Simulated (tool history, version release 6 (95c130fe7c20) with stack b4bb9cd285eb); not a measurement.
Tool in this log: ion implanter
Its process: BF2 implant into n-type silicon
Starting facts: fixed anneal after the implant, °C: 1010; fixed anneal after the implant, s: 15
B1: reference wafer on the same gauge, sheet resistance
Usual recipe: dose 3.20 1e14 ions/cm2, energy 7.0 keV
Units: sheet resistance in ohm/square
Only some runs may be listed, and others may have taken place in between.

Run 1, hour 0.0: usual settings but dose 2.84 1e14 ions/cm2; B1 454.97. Result: sheet resistance 480.71 ohm/square.
Run 2, hour 85.4: usual settings; B1 456.75. Result: sheet resistance 453.79 ohm/square.
Run 3, hour 135.1: usual settings; B1 457.58. Result: sheet resistance 447.48 ohm/square.
Run 4, hour 208.1: usual settings but energy 5.0 keV; B1 457.68. Result: sheet resistance 512.84 ohm/square.
Run 5, hour 254.4: usual settings but energy 5.0 keV; B1 459.68. Result: sheet resistance 517.29 ohm/square.
At hour 341.4: extraction supply calibrated.
Run 6, hour 350.7: usual settings but energy 5.0 keV; B1 459.86. Result: sheet resistance 516.31 ohm/square.
Run 7, hour 442.5: usual settings but dose 2.95 1e14 ions/cm2; B1 464.07. Result: sheet resistance 487.28 ohm/square.
Run 8, hour 480.9: usual settings but dose 2.95 1e14 ions/cm2; B1 463.88. Result: sheet resistance 489.63 ohm/square.
Run 9, hour 558.4: usual settings but dose 3.75 1e14 ions/cm2, energy 8.5 keV; B1 465.12. Result: sheet resistance 394.21 ohm/square.
At hour 577.0: gauge calibrated.
At hour 594.5: Faraday cup replaced and dose calibrated.
Run 10, hour 607.2: usual settings but dose 2.95 1e14 ions/cm2; B1 452.49. Result: sheet resistance 475.03 ohm/square.
Run 11, hour 684.7: usual settings but dose 3.49 1e14 ions/cm2, energy 6.0 keV; B1 455.29. Result: sheet resistance 455.72 ohm/square.
Run 12, hour 757.7: usual settings but dose 2.71 1e14 ions/cm2, energy 9.0 keV; B1 456.62. Result: sheet resistance 468.04 ohm/square.
Run 13, hour 804.6: usual settings but dose 3.54 1e14 ions/cm2, energy 5.5 keV; B1 457.68. Result: sheet resistance 463.83 ohm/square.
Run 14, hour 893.9: usual settings but dose 3.48 1e14 ions/cm2, energy 5.5 keV; B1 458.58. Result: sheet resistance 469.74 ohm/square.
Run 15, hour 1030.4: usual settings but dose 3.96 1e14 ions/cm2, energy 5.0 keV; B1 461.73. Result: sheet resistance 454.57 ohm/square.
Run 16, hour 1067.7: usual settings but energy 5.0 keV; B1 461.96. Result: sheet resistance 516.85 ohm/square.

Branching from run 16: 4 alternative next runs. What would each branch give?
Run A, hour 1068.1: usual settings; B1 ?. Result: sheet resistance ?.
Run B, hour 1068.1: usual settings but dose 2.74 1e14 ions/cm2, energy 5.0 keV; B1 ?. Result: sheet resistance ?.
Run C, hour 1068.1: usual settings but energy 8.5 keV; B1 ?. Result: sheet resistance ?.
Run D, hour 1068.1: usual settings but dose 3.81 1e14 ions/cm2, energy 9.0 keV; B1 ?. Result: sheet resistance ?.

run      B1  sheet resistance
  A  461.84            455.81
  B  461.84            569.80
  C  461.84            428.72
  D  461.84            377.34
The same runs, with their run-to-run variation unchanged, on a tool lacking any hidden condition would have given:
run  sheet resistance
  A            447.40
  B            559.29
  C            420.81
  D            370.37
